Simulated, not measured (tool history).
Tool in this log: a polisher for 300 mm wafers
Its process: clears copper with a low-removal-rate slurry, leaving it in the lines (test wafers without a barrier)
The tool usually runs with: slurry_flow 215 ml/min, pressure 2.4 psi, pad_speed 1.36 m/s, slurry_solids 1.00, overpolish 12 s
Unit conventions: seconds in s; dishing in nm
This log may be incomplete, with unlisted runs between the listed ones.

run,hour,slurry_flow,pressure,pad_speed,slurry_solids,overpolish,"incoming thickness of the incoming film, nm",seconds,dishing
1,0.0,215,2.4,1.36,1.00,12,250.3,82.5,19.8
2,60.5,215,2.4,1.36,1.00,12,252.2,85.1,19.0
3,155.8,215,2.4,1.36,1.00,12,249.8,87.1,19.4
4,217.6,215,2.4,1.36,1.00,12,249.6,88.4,19.3
5,311.5,215,2.4,1.36,1.00,12,251.1,88.6,18.9
6,390.3,215,2.4,1.36,1.00,12,246.3,86.2,18.9
7,457.5,215,2.4,1.36,1.00,12,246.8,83.8,19.8
8,561.9,180,2.4,0.90,1.00,6,251.6,130.4,7.9
9,627.4,215,3.0,0.96,1.00,12,250.2,96.6,17.8
10,713.0,215,3.2,1.58,1.20,17,249.0,54.2,29.8
11,798.3,215,1.8,1.58,1.10,9,250.3,98.9,14.3
12,842.9,215,2.4,1.36,1.15,7,248.9,83.3,12.9
13,935.2,175,2.1,1.70,1.00,12,253.8,83.0,19.2
14,1028.0,215,2.4,1.36,1.00,9,252.3,82.1,16.1
15,1083.9,270,2.6,1.72,1.15,12,252.2,56.3,24.3
16,1174.2,215,2.8,1.36,0.80,12,246.5,76.5,20.8
17,1214.4,215,2.4,1.36,1.00,12,253.8,86.3,19.5
18,1284.9,180,2.4,0.90,1.00,6,248.9,134.7,8.0
19,1390.1,170,2.8,1.36,1.00,9,251.6,77.3,17.0
20,1451.1,165,2.4,1.36,1.00,8,248.7,92.3,13.7
21,1549.4,190,2.4,1.36,0.90,10,249.9,86.9,16.0
22,1630.3,215,1.8,1.36,1.00,17,248.3,121.1,19.5
23,1734.6,215,2.4,1.36,1.00,12,245.4,81.7,19.8
24,1804.2,215,2.4,1.36,1.00,12,252.5,82.9,19.5
25,1901.2,215,1.9,1.22,1.00,12,247.4,115.4,15.2
26,2002.0,215,1.9,1.36,1.00,12,255.7,110.3,16.3
27,2055.4,215,2.4,1.36,1.00,12,248.6,84.9,19.6

Taken out of this log: 12 entries between the listed runs. Where each belongs, and how the hidden state differs across it:
Run 2 -> run 3: worn pad replaced by a new one (hour 113.3)
  abrasive missing from the slurry, %: 12.3 -> 17.1
  difference, measured minus the result without the unlogged condition, seconds: +2.4 -> +3.5 s; dishing: -0.4 -> -0.5 nm
Run 6 -> run 7: slurry blender recalibrated (hour 400.7)
  abrasive missing from the slurry, %: 28.9 -> 7.66
  difference, measured minus the result without the unlogged condition, seconds: +6.1 -> +1.4 s; dishing: -1.0 -> -0.3 nm
Run 8 -> run 9: head pressure recalibrated (hour 615.0); slurry nozzle cleaned (hour 619.0)
  abrasive missing from the slurry, %: 12.9 -> 16.2
  difference, measured minus the result without the unlogged condition, seconds: +3.9 -> +3.7 s; dishing: -0.3 -> -0.5 nm
Run 10 -> run 11: worn pad replaced by a new one (hour 721.2)
  abrasive missing from the slurry, %: 20.6 -> 24.9
  difference, measured minus the result without the unlogged condition, seconds: +2.7 -> +6.1 s; dishing: -0.6 -> -0.7 nm
Run 13 -> run 14: slurry blender recalibrated (hour 1006.5)
  abrasive missing from the slurry, %: 31.8 -> 2.03
  difference, measured minus the result without the unlogged condition, seconds: +6.6 -> +0.3 s; dishing: -1.0 -> +0.0 nm
Run 18 -> run 19: slurry nozzle cleaned (hour 1304.0)
  abrasive missing from the slurry, %: 15 -> 20.3
  difference, measured minus the result without the unlogged condition, seconds: +4.7 -> +3.8 s; dishing: -0.2 -> -0.6 nm
Run 19 -> run 20: worn pad replaced by a new one (hour 1404.9); head pressure recalibrated (hour 1434.0)
  abrasive missing from the slurry, %: 20.3 -> 23.4
  difference, measured minus the result without the unlogged condition, seconds: +3.8 -> +5.2 s; dishing: -0.6 -> -0.6 nm
Run 22 -> run 23: slurry blender recalibrated (hour 1645.5)
  abrasive missing from the slurry, %: 32.4 -> 6.51
  difference, measured minus the result without the unlogged condition, seconds: +9.9 -> +1.2 s; dishing: -1.1 -> -0.2 nm
Run 25 -> run 26: slurry nozzle cleaned (hour 1922.6); worn pad replaced by a new one (hour 1950.4)
  abrasive missing from the slurry, %: 14.9 -> 20
  difference, measured minus the result without the unlogged condition, seconds: +4.0 -> +5.2 s; dishing: -0.4 -> -0.5 nm

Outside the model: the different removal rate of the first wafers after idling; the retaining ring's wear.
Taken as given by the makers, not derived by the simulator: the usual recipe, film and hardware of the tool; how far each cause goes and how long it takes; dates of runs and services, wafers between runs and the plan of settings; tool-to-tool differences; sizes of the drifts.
